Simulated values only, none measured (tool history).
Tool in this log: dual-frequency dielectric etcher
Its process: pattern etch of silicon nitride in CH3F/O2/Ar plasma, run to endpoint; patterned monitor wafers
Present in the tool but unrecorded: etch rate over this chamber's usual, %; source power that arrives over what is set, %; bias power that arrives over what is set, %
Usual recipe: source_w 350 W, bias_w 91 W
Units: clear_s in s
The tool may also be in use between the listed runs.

| run | hour | source_w | bias_w | wafers since the last listed run | hours since the last wet clean | hours since the last source power generator calibration | hours since the last bias power generator calibration | hours since the last upper electrode change | incoming incoming film thickness, nm | clear_s |
|---|---|---|---|---|---|---|---|---|---|---|
| 1 | 0 | 350 | 91 | 0 | 465.6 | 2195 | 2985.3 | 4054.4 | 35.73 | 50.1 |
| 2 | 21.4 | 380 | 91 | 295 | 487 | 2216.4 | 3006.7 | 4075.8 | 35.55 | 48.9 |
| 3 | 49.2 | 380 | 91 | 384 | 514.8 | 2244.2 | 3034.5 | 4103.6 | 35.66 | 49.3 |
| 4 | 68.9 | 380 | 91 | 272 | 534.5 | 2263.9 | 3054.2 | 4123.3 | 36.29 | 50.9 |
| 5 | 88.2 | 400 | 83 | 266 | 553.8 | 2283.2 | 3073.5 | 4142.6 | 36.31 | 51.4 |
| 6 | 107.3 | 400 | 83 | 264 | 572.9 | 2302.3 | 3092.6 | 4161.7 | 35.91 | 50.9 |
| 7 | 133.1 | 400 | 83 | 356 | 598.7 | 2328.1 | 3118.4 | 4187.5 | 35.84 | 51.2 |
| 8 | 160.8 | 350 | 76 | 382 | 626.4 | 2355.8 | 3146.1 | 4215.2 | 35.59 | 53 |
|  | 194.5 | wet clean of the chamber |
|  | 198.4 | bias power generator calibrated |
| 9 | 246.2 | 260 | 104 | 795 | 51.7 | 2441.2 | 47.8 | 4300.6 | 35.93 | 49 |
|  | 316.8 | upper electrode replaced |
| 10 | 320.8 | 430 | 101 | 699 | 126.3 | 2515.8 | 122.4 | 4 | 36.14 | 45.3 |
| 11 | 347.2 | 310 | 91 | 364 | 152.7 | 2542.2 | 148.8 | 30.4 | 36.12 | 50.6 |

Run 12 is up next; what results do you expect?
| 12 | 368.9 | 300 | 108 | 300 | 174.4 | 2563.9 | 170.5 | 52.1 | 36.01 | ? |

{"run 12": {"clear_s": 47.4}}
Were there no unlogged condition in the tool, this run, its random variation unchanged, would have produced clear_s 47 s.
